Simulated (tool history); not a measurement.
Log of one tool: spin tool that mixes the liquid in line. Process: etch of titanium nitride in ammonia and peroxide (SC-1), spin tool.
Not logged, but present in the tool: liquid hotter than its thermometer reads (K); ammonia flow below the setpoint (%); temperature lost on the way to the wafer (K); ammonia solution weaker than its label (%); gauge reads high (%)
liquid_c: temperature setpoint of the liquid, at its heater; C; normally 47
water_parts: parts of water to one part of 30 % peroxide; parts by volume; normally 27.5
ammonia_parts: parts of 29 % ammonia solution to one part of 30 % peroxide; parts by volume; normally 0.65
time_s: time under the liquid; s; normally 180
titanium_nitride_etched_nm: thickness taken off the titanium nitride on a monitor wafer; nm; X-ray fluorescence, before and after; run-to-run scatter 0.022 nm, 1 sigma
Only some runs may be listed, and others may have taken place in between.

run	hour	liquid_c	water_parts	ammonia_parts	time_s	wafers since the last listed run	hours since the thermometer was replaced	hours since the ammonia flow meter was replaced	hours since the heated supply line was repaired	hours since the drum of ammonia solution was connected	hours since the gauge calibration	read-back film thickness of the titanium nitride reference wafer, read on the same gauge (nm)	titanium_nitride_etched_nm
1	0	47	27.5	0.65	180	0	1581.8	294.8	2714.2	361.2	63.2	90.001	3.345
2	11.2	47	27.5	0.65	180	94	1593	306	2725.4	372.4	74.4	90.017	3.37
3	18.6	47	17	0.65	180	62	1600.4	313.4	2732.8	379.8	81.8	90.007	4.398
4	30.2	41	27.5	0.45	180	97	1612	325	2744.4	391.4	93.4	90.01	2.002
5	39.9	41	27.5	0.45	180	81	1621.7	334.7	2754.1	401.1	103.1	90.003	2.022
6	50.4	51.5	27.5	0.65	225	88	1632.2	345.2	2764.6	411.6	113.6	89.992	5.792
7	65.9	51.5	27.5	0.65	225	130	1647.7	360.7	2780.1	427.1	129.1	90.001	5.74
8	72.6	51.5	27.5	0.65	225	56	1654.4	367.4	2786.8	433.8	135.8	89.991	5.764
9	84.3	47	27.5	0.65	95	98	1666.1	379.1	2798.5	445.5	147.5	90.021	1.777
10	102	47	27.5	0.65	180	148	1683.8	396.8	2816.2	463.2	165.2	89.99	3.334
11	109.3	41	27.5	0.65	240	61	1691.1	404.1	2823.5	470.5	172.5	89.992	2.855
12	116.6	47	27.5	0.65	180	61	1698.4	411.4	2830.8	477.8	179.8	90.003	3.308
13	129.2	52	17	0.65	180	105	1711	424	2843.4	490.4	192.4	90.011	6.246
# hour 135.6: ammonia flow meter replaced
# hour 160.3: gauge calibrated
# hour 168.8: thermometer replaced
# hour 170.9: new drum of ammonia solution connected
# hour 175.2: heated supply line repaired
14	183.2	50	27.5	0.9	180	420	14.4	47.6	8	12.3	22.9	90.013	5.661
15	194.4	47	37	0.8	180	94	25.6	58.8	19.2	23.5	34.1	90.011	3.763
16	205.4	47	20	0.45	80	92	36.6	69.8	30.2	34.5	45.1	90	2.107
17	215.8	47	27.5	0.65	180	87	47	80.2	40.6	44.9	55.5	89.97	4.284
18	229.1	52.5	22	0.65	75	111	60.3	93.5	53.9	58.2	68.8	89.991	2.973

What was the tool's hidden state at every run in the log?
liquid hotter than its thermometer reads (K): 0 at every run
ammonia flow below the setpoint (%): 0 at every run
ammonia solution weaker than its label (%): 0 at every run
gauge reads high (%): 0 at every run
H1: temperature lost on the way to the wafer (K)
run	H1
1	3.49
2	3.5
3	3.51
4	3.52
5	3.53
6	3.55
7	3.57
8	3.58
9	3.59
10	3.61
11	3.62
12	3.63
13	3.64
14	0.133
15	0.147
16	0.161
17	0.173
18	0.19
